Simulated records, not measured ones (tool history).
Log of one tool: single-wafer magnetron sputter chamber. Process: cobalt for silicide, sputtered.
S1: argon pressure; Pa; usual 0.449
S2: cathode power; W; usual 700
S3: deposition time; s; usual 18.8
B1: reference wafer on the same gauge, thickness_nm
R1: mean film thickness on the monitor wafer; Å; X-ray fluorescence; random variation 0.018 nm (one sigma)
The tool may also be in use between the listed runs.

run,day,S1,S2,S3,B1,R1
1,0,0.449,700,18.8,5.973,59.69
2,2.375,0.449,700,18.8,5.969,59.85
3,6.212,0.449,700,18.8,5.97,59.25
4,9.479,0.449,700,18.8,5.968,59.23
5,12.358,0.504,550,18.8,5.97,45.26
# day 14.112: sputter target and shields replaced
# day 15.425: gauge calibrated
6,16.142,0.449,700,18.8,5.97,60.14
7,19.796,0.449,700,17.2,5.969,54.64
8,24.092,0.449,700,18.8,5.968,59.65
9,28.112,0.449,700,18.8,5.971,59.26
10,30.692,0.449,700,18.8,5.97,59.34
11,32.688,0.449,700,18.8,5.976,59.12
# day 35.046: sputter target and shields replaced
12,35.067,0.449,700,18.8,5.964,60.04
13,38.771,0.449,600,18.8,5.974,51.29
14,40.612,0.449,600,18.8,5.975,51.42
15,44.079,0.343,700,17.1,5.97,56.43
# day 46.283: capacitance manometer re-zeroed and calibrated
16,46.812,0.291,600,15.5,5.971,44.65
17,49.183,0.449,700,18.8,5.968,59.37
18,52.142,0.449,650,18.8,5.971,54.85
# day 53.062: sputter target and shields replaced
19,55.021,0.358,700,18.8,5.97,61.87
20,58.829,0.298,800,16.1,5.962,61.81
21,62.804,0.537,700,16.1,5.967,49.35
# day 65.7: gauge calibrated
22,65.888,0.28,700,18.8,5.973,63.61
# day 70.3: magnet pack replaced
# day 70.608: sputter target and shields replaced
23,70.629,0.449,700,18.8,5.968,60.25
24,72.867,0.613,700,22.6,5.972,67.81
25,75.104,0.615,700,17.5,5.972,52.12
26,78.167,0.449,550,15.5,5.973,38.4
27,81.733,0.449,700,18.8,5.969,59.57
28,85.121,0.519,800,19.8,5.968,69.24
# day 89.592: sputter target and shields replaced
29,97.162,0.449,700,18.8,5.972,59.53

4 ways to go on from here, each from the tool as it stands after run 29. What would each give?
A,97.179,0.449,850,18.8,?,?
B,97.179,0.449,850,15.1,?,?
C,97.179,0.532,700,16.7,?,?
D,97.179,0.334,800,21.2,?,?

run,B1,R1
A,5.966,72.17
B,5.966,57.97
C,5.966,51.17
D,5.966,80.04
Without the tool's hidden state the same runs would have given:
run,R1
A,72.89
B,58.54
C,51.68
D,80.84
